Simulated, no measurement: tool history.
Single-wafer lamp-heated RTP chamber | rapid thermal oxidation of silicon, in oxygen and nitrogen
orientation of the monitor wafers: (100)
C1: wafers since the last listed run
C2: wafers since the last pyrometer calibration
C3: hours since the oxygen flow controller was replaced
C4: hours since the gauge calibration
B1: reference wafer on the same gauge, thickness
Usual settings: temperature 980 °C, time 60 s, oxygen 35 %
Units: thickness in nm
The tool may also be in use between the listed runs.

{"run": 1, "hour": 0.0, "temperature": 980, "time": 49, "oxygen": 35, "C1": 0, "C2": 3994, "C3": 3535.4, "C4": 602.1, "B1": 3.91, "thickness": 3.539}
{"run": 2, "hour": 14.1, "temperature": 980, "time": 60, "oxygen": 35, "C1": 120, "C2": 4115, "C3": 3549.5, "C4": 616.2, "B1": 3.91, "thickness": 3.797}
{"run": 3, "hour": 41.0, "temperature": 980, "time": 60, "oxygen": 35, "C1": 230, "C2": 4345, "C3": 3576.4, "C4": 643.1, "B1": 3.91, "thickness": 3.782}
{"hour": 58.5, "done": "pyrometer window cleaned and pyrometer calibrated"}
{"run": 4, "hour": 75.5, "temperature": 980, "time": 60, "oxygen": 52, "C1": 226, "C2": 145, "C3": 3610.9, "C4": 677.6, "B1": 3.911, "thickness": 4.268}
{"run": 5, "hour": 89.4, "temperature": 980, "time": 60, "oxygen": 20, "C1": 118, "C2": 263, "C3": 3624.8, "C4": 691.5, "B1": 3.905, "thickness": 3.301}
{"run": 6, "hour": 111.1, "temperature": 980, "time": 60, "oxygen": 20, "C1": 185, "C2": 449, "C3": 3646.5, "C4": 713.2, "B1": 3.91, "thickness": 3.319}
{"run": 7, "hour": 131.6, "temperature": 980, "time": 60, "oxygen": 35, "C1": 175, "C2": 624, "C3": 3667.0, "C4": 733.7, "B1": 3.911, "thickness": 3.775}
{"run": 8, "hour": 158.1, "temperature": 980, "time": 60, "oxygen": 17, "C1": 226, "C2": 851, "C3": 3693.5, "C4": 760.2, "B1": 3.907, "thickness": 3.177}
{"run": 9, "hour": 197.3, "temperature": 980, "time": 60, "oxygen": 17, "C1": 335, "C2": 1186, "C3": 3732.7, "C4": 799.4, "B1": 3.911, "thickness": 3.175}
{"run": 10, "hour": 219.0, "temperature": 980, "time": 60, "oxygen": 17, "C1": 185, "C2": 1372, "C3": 3754.4, "C4": 821.1, "B1": 3.909, "thickness": 3.187}
{"run": 11, "hour": 242.5, "temperature": 980, "time": 60, "oxygen": 35, "C1": 200, "C2": 1573, "C3": 3777.9, "C4": 844.6, "B1": 3.908, "thickness": 3.8}
{"run": 12, "hour": 263.4, "temperature": 980, "time": 47, "oxygen": 35, "C1": 178, "C2": 1752, "C3": 3798.8, "C4": 865.5, "B1": 3.909, "thickness": 3.519}
{"run": 13, "hour": 289.6, "temperature": 980, "time": 47, "oxygen": 35, "C1": 224, "C2": 1976, "C3": 3825.0, "C4": 891.7, "B1": 3.91, "thickness": 3.477}
{"run": 14, "hour": 315.1, "temperature": 980, "time": 47, "oxygen": 35, "C1": 218, "C2": 2194, "C3": 3850.5, "C4": 917.2, "B1": 3.909, "thickness": 3.45}
{"run": 15, "hour": 347.5, "temperature": 991, "time": 60, "oxygen": 17, "C1": 277, "C2": 2471, "C3": 3882.9, "C4": 949.6, "B1": 3.909, "thickness": 3.363}
{"run": 16, "hour": 364.9, "temperature": 980, "time": 60, "oxygen": 17, "C1": 148, "C2": 2620, "C3": 3900.3, "C4": 967.0, "B1": 3.908, "thickness": 3.187}
{"run": 17, "hour": 393.8, "temperature": 951, "time": 80, "oxygen": 59, "C1": 247, "C2": 2867, "C3": 3929.2, "C4": 995.9, "B1": 3.906, "thickness": 4.081}
{"run": 18, "hour": 413.6, "temperature": 970, "time": 69, "oxygen": 23, "C1": 169, "C2": 3036, "C3": 3949.0, "C4": 1015.7, "B1": 3.912, "thickness": 3.395}
{"hour": 439.1, "done": "gauge calibrated"}
{"run": 19, "hour": 448.6, "temperature": 980, "time": 60, "oxygen": 49, "C1": 299, "C2": 3335, "C3": 3984.0, "C4": 9.5, "B1": 3.908, "thickness": 4.188}
{"run": 20, "hour": 462.5, "temperature": 971, "time": 60, "oxygen": 35, "C1": 118, "C2": 3454, "C3": 3997.9, "C4": 23.4, "B1": 3.911, "thickness": 3.587}
{"run": 21, "hour": 517.7, "temperature": 980, "time": 60, "oxygen": 35, "C1": 472, "C2": 3926, "C3": 4053.1, "C4": 78.6, "B1": 3.909, "thickness": 3.795}
{"hour": 533.0, "done": "pyrometer window cleaned and pyrometer calibrated"}
{"run": 22, "hour": 533.5, "temperature": 966, "time": 69, "oxygen": 35, "C1": 66, "C2": 3, "C3": 4068.9, "C4": 94.4, "B1": 3.909, "thickness": 3.676}
{"run": 23, "hour": 557.5, "temperature": 958, "time": 73, "oxygen": 58, "C1": 205, "C2": 209, "C3": 4092.9, "C4": 118.4, "B1": 3.905, "thickness": 4.089}
{"run": 24, "hour": 590.1, "temperature": 980, "time": 49, "oxygen": 35, "C1": 278, "C2": 488, "C3": 4125.5, "C4": 151.0, "B1": 3.909, "thickness": 3.563}
{"run": 25, "hour": 611.0, "temperature": 980, "time": 60, "oxygen": 35, "C1": 178, "C2": 666, "C3": 4146.4, "C4": 171.9, "B1": 3.91, "thickness": 3.786}
{"hour": 630.9, "done": "oxygen flow controller replaced"}
{"run": 26, "hour": 631.4, "temperature": 980, "time": 60, "oxygen": 61, "C1": 106, "C2": 772, "C3": 0.5, "C4": 192.3, "B1": 3.912, "thickness": 4.517}
{"run": 27, "hour": 655.4, "temperature": 980, "time": 60, "oxygen": 35, "C1": 205, "C2": 978, "C3": 24.5, "C4": 216.3, "B1": 3.911, "thickness": 3.803}
{"run": 28, "hour": 669.5, "temperature": 980, "time": 60, "oxygen": 35, "C1": 120, "C2": 1098, "C3": 38.6, "C4": 230.4, "B1": 3.907, "thickness": 3.806}
{"run": 29, "hour": 689.1, "temperature": 980, "time": 32, "oxygen": 35, "C1": 167, "C2": 1266, "C3": 58.2, "C4": 250.0, "B1": 3.911, "thickness": 3.055}
{"run": 30, "hour": 724.1, "temperature": 980, "time": 81, "oxygen": 59, "C1": 299, "C2": 1565, "C3": 93.2, "C4": 285.0, "B1": 3.907, "thickness": 5.034}
{"run": 31, "hour": 749.9, "temperature": 992, "time": 33, "oxygen": 47, "C1": 220, "C2": 1786, "C3": 119.0, "C4": 310.8, "B1": 3.911, "thickness": 3.568}
{"run": 32, "hour": 776.0, "temperature": 964, "time": 60, "oxygen": 35, "C1": 223, "C2": 2009, "C3": 145.1, "C4": 336.9, "B1": 3.908, "thickness": 3.447}
{"run": 33, "hour": 805.3, "temperature": 980, "time": 47, "oxygen": 35, "C1": 250, "C2": 2260, "C3": 174.4, "C4": 366.2, "B1": 3.911, "thickness": 3.456}
{"run": 34, "hour": 837.6, "temperature": 1003, "time": 72, "oxygen": 17, "C1": 276, "C2": 2536, "C3": 206.7, "C4": 398.5, "B1": 3.907, "thickness": 3.81}
{"run": 35, "hour": 862.4, "temperature": 980, "time": 39, "oxygen": 35, "C1": 212, "C2": 2748, "C3": 231.5, "C4": 423.3, "B1": 3.908, "thickness": 3.273}
{"run": 36, "hour": 881.9, "temperature": 980, "time": 78, "oxygen": 35, "C1": 166, "C2": 2915, "C3": 251.0, "C4": 442.8, "B1": 3.908, "thickness": 4.202}
{"run": 37, "hour": 906.5, "temperature": 956, "time": 60, "oxygen": 17, "C1": 210, "C2": 3125, "C3": 275.6, "C4": 467.4, "B1": 3.908, "thickness": 2.879}
{"run": 38, "hour": 932.9, "temperature": 980, "time": 60, "oxygen": 62, "C1": 225, "C2": 3351, "C3": 302.0, "C4": 493.8, "B1": 3.908, "thickness": 4.494}

What the log doesn't show, run by run:
true wafer temperature minus pyrometer reading, K: 0 in every run
deviation of the oxygen flow from its setpoint, %: 0 in every run
gauge reads high (%): 0 in every run
